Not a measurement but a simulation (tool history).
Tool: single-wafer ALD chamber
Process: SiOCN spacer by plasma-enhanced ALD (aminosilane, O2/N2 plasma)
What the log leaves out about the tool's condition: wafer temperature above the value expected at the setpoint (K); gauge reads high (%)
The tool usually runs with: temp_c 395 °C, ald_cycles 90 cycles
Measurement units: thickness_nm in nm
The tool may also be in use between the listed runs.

run	hour	temp_c	ald_cycles	wafers since the last listed run	hours since the last thermocouple change	hours since the gauge calibration	read-back reference wafer on the same gauge, thickness_nm	thickness_nm
1	0.0	395	90	0	2382.9	157.3	4.539	5.149
2	18.2	395	90	48	2401.1	175.5	4.539	5.120
3	38.7	395	90	54	2421.6	196.0	4.542	5.132
4	59.9	395	90	56	2442.8	217.2	4.541	5.159
5	84.5	395	90	65	2467.4	241.8	4.542	5.150
6	101.8	395	90	46	2484.7	259.1	4.539	5.131
7	121.9	395	80	53	2504.8	279.2	4.541	4.577
8	147.7	403	90	69	2530.6	305.0	4.539	5.066
9	176.9	395	98	78	2559.8	334.2	4.542	5.616
10	207.0	395	81	80	2589.9	364.3	4.540	4.633
11	220.7	382	106	36	2603.6	378.0	4.539	6.026
# hour 243.3: thermocouple changed; heater temperature recalibrated
12	243.8	409	90	40	0.5	401.1	4.543	4.976
13	265.1	395	90	56	21.8	422.4	4.541	5.125
# hour 285.9: gauge calibrated
14	294.2	406	102	77	50.9	8.3	4.541	5.718
15	314.0	399	81	52	70.7	28.1	4.541	4.629
16	338.3	380	90	64	95.0	52.4	4.540	5.146
17	358.7	395	90	54	115.4	72.8	4.541	5.125

Hidden condition of the tool, last listed run before each entry between runs versus first listed run after:
Run 11 -> run 12: thermocouple changed; heater temperature recalibrated (hour 243.3)
  both runs share identical hidden conditions
Run 13 -> run 14: gauge calibrated (hour 285.9)
  both runs share identical hidden conditions
